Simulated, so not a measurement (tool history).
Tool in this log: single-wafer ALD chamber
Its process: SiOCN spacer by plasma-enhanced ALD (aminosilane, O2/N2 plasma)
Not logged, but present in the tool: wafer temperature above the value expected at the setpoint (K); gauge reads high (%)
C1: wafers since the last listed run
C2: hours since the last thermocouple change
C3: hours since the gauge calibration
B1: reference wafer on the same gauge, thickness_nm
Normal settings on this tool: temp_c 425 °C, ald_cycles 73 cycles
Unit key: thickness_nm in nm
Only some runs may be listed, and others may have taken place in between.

Run 1, hour 0: usual settings; C1 0; C2 1076.2; C3 170.4; B1 4.234. Result: thickness_nm 4.836 nm.
Run 2, hour 7.3: usual settings; C1 19; C2 1083.5; C3 177.7; B1 4.228. Result: thickness_nm 4.847 nm.
Run 3, hour 24.5: usual settings; C1 46; C2 1100.7; C3 194.9; B1 4.228. Result: thickness_nm 4.835 nm.
Run 4, hour 62.5: usual settings; C1 102; C2 1138.7; C3 232.9; B1 4.23. Result: thickness_nm 4.851 nm.
Run 5, hour 75.9: usual settings; C1 36; C2 1152.1; C3 246.3; B1 4.227. Result: thickness_nm 4.813 nm.
Run 6, hour 82.6: usual settings; C1 18; C2 1158.8; C3 253; B1 4.227. Result: thickness_nm 4.841 nm.
At hour 95.2: thermocouple changed; heater temperature recalibrated.
Run 7, hour 98: usual settings; C1 20; C2 2.8; C3 268.4; B1 4.231. Result: thickness_nm 4.816 nm.
Run 8, hour 109.5: usual settings; C1 31; C2 14.3; C3 279.9; B1 4.233. Result: thickness_nm 4.813 nm.
Run 9, hour 125.1: usual settings; C1 42; C2 29.9; C3 295.5; B1 4.234. Result: thickness_nm 4.827 nm.
Run 10, hour 139.8: usual settings; C1 39; C2 44.6; C3 310.2; B1 4.228. Result: thickness_nm 4.821 nm.
At hour 154.5: gauge calibrated.
Run 11, hour 155.8: usual settings; C1 43; C2 60.6; C3 1.3; B1 4.225. Result: thickness_nm 4.853 nm.
Run 12, hour 166.4: usual settings but temp_c 435 °C, ald_cycles 65 cycles; C1 28; C2 71.2; C3 11.9; B1 4.238. Result: thickness_nm 4.139 nm.
Run 13, hour 173.2: usual settings but temp_c 437 °C, ald_cycles 65 cycles; C1 18; C2 78; C3 18.7; B1 4.231. Result: thickness_nm 4.099 nm.
Run 14, hour 182.4: usual settings but temp_c 421 °C, ald_cycles 85 cycles; C1 24; C2 87.2; C3 27.9; B1 4.233. Result: thickness_nm 5.685 nm.
Run 15, hour 191.9: usual settings; C1 25; C2 96.7; C3 37.4; B1 4.232. Result: thickness_nm 4.821 nm.
Run 16, hour 204.7: usual settings; C1 34; C2 109.5; C3 50.2; B1 4.235. Result: thickness_nm 4.849 nm.
Run 17, hour 215.9: usual settings but temp_c 415 °C, ald_cycles 79 cycles; C1 30; C2 120.7; C3 61.4; B1 4.226. Result: thickness_nm 5.415 nm.
Run 18, hour 222.6: usual settings but temp_c 413 °C; C1 18; C2 127.4; C3 68.1; B1 4.223. Result: thickness_nm 5.052 nm.
Run 19, hour 240.5: usual settings but temp_c 418 °C, ald_cycles 84 cycles; C1 48; C2 145.3; C3 86; B1 4.23. Result: thickness_nm 5.716 nm.
Run 20, hour 258.2: usual settings but ald_cycles 79 cycles; C1 47; C2 163; C3 103.7; B1 4.224. Result: thickness_nm 5.225 nm.

Below are 4 alternative next runs, each starting from the tool's condition after run 20. Predict each:
Run A, hour 258.7: usual settings but temp_c 416 °C; C1 1; C2 163.5; C3 104.2; B1 ?. Result: thickness_nm ?.
Run B, hour 258.7: usual settings but temp_c 440 °C, ald_cycles 62 cycles; C1 1; C2 163.5; C3 104.2; B1 ?. Result: thickness_nm ?.
Run C, hour 258.7: usual settings but temp_c 416 °C, ald_cycles 80 cycles; C1 1; C2 163.5; C3 104.2; B1 ?. Result: thickness_nm ?.
Run D, hour 258.7: usual settings but ald_cycles 87 cycles; C1 1; C2 163.5; C3 104.2; B1 ?. Result: thickness_nm ?.

run    B1  thickness_nm
  A  4.23         4.985
  B  4.23          3.87
  C  4.23         5.463
  D  4.23         5.749
Without the tool's hidden state the same runs would have given:
run  thickness_nm
  A         4.985
  B          3.87
  C         5.463
  D         5.749

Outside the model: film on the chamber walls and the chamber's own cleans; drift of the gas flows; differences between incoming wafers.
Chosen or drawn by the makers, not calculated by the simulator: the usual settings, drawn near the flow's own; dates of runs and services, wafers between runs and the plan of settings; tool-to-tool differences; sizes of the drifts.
